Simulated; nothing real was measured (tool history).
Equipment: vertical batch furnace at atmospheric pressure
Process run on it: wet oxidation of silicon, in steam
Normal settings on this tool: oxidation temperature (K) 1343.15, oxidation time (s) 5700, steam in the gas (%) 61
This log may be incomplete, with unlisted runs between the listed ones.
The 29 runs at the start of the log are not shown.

run,day,oxidation temperature (K),oxidation time (s),steam in the gas (%),wafers since the last listed run,hours since the last temperature calibration,hours since the steam generator was serviced,hours since the gauge calibration,"read-back reference wafer on the same gauge, thickness",oxide thickness on the monitor wafer (angstrom)
30,27.662,1343.15,5700,61,123,158.2,185.4,311.9,690.05,5891.4
31,28.746,1325.15,6690,61,172,184.2,211.4,337.9,690.46,5985.8
32,30.129,1343.15,5700,61,220,217.4,244.6,371.1,689.82,5909.6
33,31.121,1355.15,7650,57,157,241.2,268.4,394.9,690.00,7022.2
34,31.854,1323.15,5700,50,116,258.8,286.0,412.5,690.07,4782.3
35,32.646,1366.15,7140,61,125,277.8,305.0,431.5,689.76,7304.2
36,33.775,1366.15,5700,61,179,304.9,332.1,458.6,689.95,6474.1
37,35.317,1364.15,3240,61,245,341.9,369.1,495.6,690.14,4666.3

What if the next run were any one of these 5? Each begins from the tool's condition after run 37:
A,35.579,1343.15,5700,61,41,348.2,375.4,501.9,?,?
B,35.579,1343.15,4530,61,41,348.2,375.4,501.9,?,?
C,35.579,1343.15,7830,61,41,348.2,375.4,501.9,?,?
D,35.579,1343.15,3090,61,41,348.2,375.4,501.9,?,?
E,35.579,1343.15,5700,69,41,348.2,375.4,501.9,?,?

run,"read-back reference wafer on the same gauge, thickness",oxide thickness on the monitor wafer (angstrom)
A,690.27,5883.7
B,690.27,5157.9
C,690.27,7041.8
D,690.27,4129.8
E,690.27,6310.6
Stripped of hidden state, with their random variation kept, the same runs would have yielded:
run,oxide thickness on the monitor wafer (angstrom)
A,5988.2
B,5250.5
C,7165.1
D,4205.2
E,6422.0
